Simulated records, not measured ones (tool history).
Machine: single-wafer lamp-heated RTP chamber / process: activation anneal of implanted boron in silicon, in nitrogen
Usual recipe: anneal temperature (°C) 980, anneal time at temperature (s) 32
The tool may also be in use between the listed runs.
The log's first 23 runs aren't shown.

| run | hour | anneal temperature (°C) | anneal time at temperature (s) | wafers since the last listed run | wafers since the last pyrometer calibration | wafers since the reflector plate was cleaned | hours since the gauge calibration | read-back reference wafer on the same gauge, sheet resistance | sheet resistance of the implanted and annealed layer (ohm/square) |
|---|---|---|---|---|---|---|---|---|---|
| 24 | 525.2 | 964 | 38 | 264 | 1192 | 1654 | 96.6 | 263.84 | 279.48 |
| 25 | 558.1 | 961 | 22 | 281 | 1474 | 1936 | 129.5 | 263.37 | 287.78 |
| 26 | 593.3 | 988 | 15 | 301 | 1775 | 2237 | 164.7 | 264.18 | 264.73 |
| 27 | 622.7 | 961 | 49 | 251 | 2027 | 2489 | 194.1 | 263.81 | 277.85 |
| 28 | 647.1 | 992 | 37 | 208 | 2236 | 2698 | 218.5 | 264.3 | 259.14 |
| 29 | 701.2 | 998 | 14 | 463 | 2699 | 3161 | 272.6 | 264.16 | 260.29 |
| 30 | 734 | 995 | 46 | 280 | 2980 | 3441 | 305.4 | 263.96 | 255.27 |
| 31 | 764 | 968 | 25 | 256 | 3236 | 3698 | 335.4 | 263.96 | 275.47 |
| 32 | 777.9 | 988 | 25 | 118 | 3355 | 3817 | 349.3 | 263.96 | 260.89 |
| 33 | 798 | 980 | 51 | 172 | 3527 | 3989 | 369.4 | 264.04 | 259.01 |

3 options for the next run, each taken on its own from the tool as it stands now. Forecast them:
| A | 798.4 | 955 | 32 | 3 | 3531 | 3993 | 369.8 | ? | ? |
| B | 798.4 | 991 | 41 | 3 | 3531 | 3993 | 369.8 | ? | ? |
| C | 798.4 | 997 | 41 | 3 | 3531 | 3993 | 369.8 | ? | ? |

| run | read-back reference wafer on the same gauge, sheet resistance | sheet resistance of the implanted and annealed layer (ohm/square) |
|---|---|---|
| A | 264.23 | 287.12 |
| B | 264.23 | 256.4 |
| C | 264.23 | 254.74 |
What these runs would have given with no unlogged condition in the tool:
| run | sheet resistance of the implanted and annealed layer (ohm/square) |
|---|---|
| A | 302.4 |
| B | 259.51 |
| C | 257.12 |
